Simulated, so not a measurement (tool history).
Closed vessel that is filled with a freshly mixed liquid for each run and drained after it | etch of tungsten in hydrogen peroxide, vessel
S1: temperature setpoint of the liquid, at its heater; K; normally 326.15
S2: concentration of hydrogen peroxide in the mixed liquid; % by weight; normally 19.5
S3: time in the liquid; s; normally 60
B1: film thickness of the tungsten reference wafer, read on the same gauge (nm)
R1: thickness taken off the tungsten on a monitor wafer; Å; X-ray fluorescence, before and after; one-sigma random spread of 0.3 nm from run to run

{"run": 1, "hour": 0.0, "S1": 326.15, "S2": 19.5, "S3": 60, "B1": 59.97, "R1": 696.5}
{"hour": 247.7, "done": "gauge calibrated"}
{"run": 2, "hour": 248.6, "S1": 326.15, "S2": 15.0, "S3": 60, "B1": 60.01, "R1": 604.9}
{"run": 3, "hour": 331.7, "S1": 326.15, "S2": 15.0, "S3": 60, "B1": 60.0, "R1": 607.0}
{"hour": 383.0, "done": "new drum of peroxide connected"}
{"run": 4, "hour": 411.3, "S1": 326.15, "S2": 15.0, "S3": 60, "B1": 59.96, "R1": 606.8}
{"run": 5, "hour": 503.4, "S1": 326.15, "S2": 19.5, "S3": 60, "B1": 59.99, "R1": 689.4}
{"run": 6, "hour": 569.5, "S1": 326.15, "S2": 19.5, "S3": 60, "B1": 60.05, "R1": 696.4}
{"run": 7, "hour": 649.9, "S1": 326.15, "S2": 19.5, "S3": 60, "B1": 60.01, "R1": 693.5}
{"run": 8, "hour": 714.5, "S1": 326.15, "S2": 19.5, "S3": 60, "B1": 60.01, "R1": 692.6}
{"run": 9, "hour": 764.4, "S1": 326.15, "S2": 19.5, "S3": 85, "B1": 59.97, "R1": 975.0}
{"run": 10, "hour": 859.5, "S1": 318.65, "S2": 19.5, "S3": 60, "B1": 60.01, "R1": 437.1}
{"hour": 878.1, "done": "new drum of peroxide connected"}
{"hour": 893.4, "done": "thermometer replaced"}
{"run": 11, "hour": 969.5, "S1": 326.15, "S2": 22.0, "S3": 80, "B1": 59.96, "R1": 979.6}
{"run": 12, "hour": 1018.3, "S1": 326.15, "S2": 19.5, "S3": 60, "B1": 60.0, "R1": 691.7}
{"run": 13, "hour": 1055.7, "S1": 326.15, "S2": 15.5, "S3": 70, "B1": 59.96, "R1": 720.6}
{"run": 14, "hour": 1145.0, "S1": 326.15, "S2": 19.5, "S3": 80, "B1": 60.03, "R1": 925.5}
{"run": 15, "hour": 1199.9, "S1": 326.15, "S2": 19.5, "S3": 60, "B1": 60.02, "R1": 693.2}
{"run": 16, "hour": 1294.7, "S1": 326.15, "S2": 16.0, "S3": 60, "B1": 60.03, "R1": 626.9}
{"run": 17, "hour": 1361.9, "S1": 330.65, "S2": 18.0, "S3": 45, "B1": 60.05, "R1": 652.0}
{"hour": 1376.9, "done": "new drum of peroxide connected"}
{"run": 18, "hour": 1470.3, "S1": 326.15, "S2": 19.5, "S3": 60, "B1": 60.03, "R1": 684.6}

Predict the results of run 19:
{"run": 19, "hour": 1508.4, "S1": 326.15, "S2": 19.5, "S3": 60, "B1": "?", "R1": "?"}

B1: 59.97
R1: 690.0 Å
Minus the tool's unlogged condition, the same run would have read R1 690.0 Å.
